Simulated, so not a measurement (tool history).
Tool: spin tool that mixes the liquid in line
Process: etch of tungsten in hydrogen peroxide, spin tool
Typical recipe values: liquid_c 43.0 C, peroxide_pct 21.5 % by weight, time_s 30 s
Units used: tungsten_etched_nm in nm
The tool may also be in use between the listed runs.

| run | hour | liquid_c | peroxide_pct | time_s | read-back film thickness of the tungsten reference wafer, read on the same gauge (nm) | tungsten_etched_nm |
|---|---|---|---|---|---|---|
| 1 | 0.0 | 43.0 | 21.5 | 30 | 40.01 | 15.65 |
| 2 | 13.3 | 43.0 | 21.5 | 30 | 39.99 | 15.70 |
| 3 | 19.5 | 43.0 | 21.5 | 30 | 39.99 | 15.63 |
| 4 | 30.2 | 43.0 | 21.5 | 30 | 40.02 | 15.57 |
| 5 | 36.9 | 43.0 | 21.5 | 30 | 40.00 | 15.55 |
| 6 | 48.0 | 43.0 | 21.5 | 30 | 39.97 | 15.60 |
| 7 | 64.6 | 43.0 | 21.5 | 30 | 39.99 | 15.49 |
| 8 | 109.7 | 43.0 | 21.5 | 30 | 40.00 | 15.48 |
| 9 | 120.4 | 43.0 | 21.5 | 30 | 40.00 | 15.35 |
|  | 124.4 | new drum of peroxide connected |
| 10 | 134.4 | 43.0 | 19.5 | 30 | 39.98 | 14.56 |
| 11 | 147.7 | 43.0 | 19.5 | 30 | 40.00 | 14.69 |
| 12 | 157.2 | 43.0 | 21.5 | 30 | 39.99 | 15.45 |
|  | 159.9 | thermometer replaced |
| 13 | 168.1 | 43.0 | 21.5 | 45 | 39.99 | 27.75 |
|  | 181.5 | gauge calibrated |
| 14 | 185.7 | 47.5 | 21.5 | 15 | 40.02 | 12.23 |
| 15 | 193.7 | 43.0 | 21.5 | 30 | 40.00 | 18.38 |
|  | 201.1 | heated supply line repaired |
| 16 | 208.3 | 35.0 | 21.5 | 15 | 39.98 | 5.43 |
| 17 | 217.3 | 43.0 | 15.5 | 30 | 39.99 | 15.62 |
|  | 222.1 | peroxide flow meter replaced |
| 18 | 227.1 | 38.0 | 28.0 | 30 | 39.98 | 15.25 |
| 19 | 243.7 | 40.0 | 18.5 | 30 | 39.98 | 13.94 |
| 20 | 251.2 | 43.0 | 21.5 | 30 | 40.00 | 18.25 |
| 21 | 268.3 | 35.0 | 21.5 | 15 | 40.02 | 5.42 |
| 22 | 282.1 | 37.0 | 25.5 | 15 | 40.01 | 6.71 |
| 23 | 298.4 | 43.0 | 25.5 | 20 | 40.01 | 13.25 |

Forecast each of these 5 alternatives for the next run:
| A | 298.8 | 43.0 | 21.5 | 30 | ? | ? |
| B | 298.8 | 50.0 | 18.0 | 45 | ? | ? |
| C | 298.8 | 50.5 | 21.5 | 15 | ? | ? |
| D | 298.8 | 39.0 | 17.5 | 15 | ? | ? |
| E | 298.8 | 49.0 | 16.5 | 30 | ? | ? |

| run | read-back film thickness of the tungsten reference wafer, read on the same gauge (nm) | tungsten_etched_nm |
|---|---|---|
| A | 40.01 | 18.43 |
| B | 40.01 | 39.20 |
| C | 40.01 | 14.72 |
| D | 40.01 | 6.42 |
| E | 40.01 | 23.53 |
Take away the tool's hidden state, keep each run's random variation, and the runs would have read:
| run | tungsten_etched_nm |
|---|---|
| A | 18.71 |
| B | 39.75 |
| C | 14.93 |
| D | 6.51 |
| E | 23.87 |
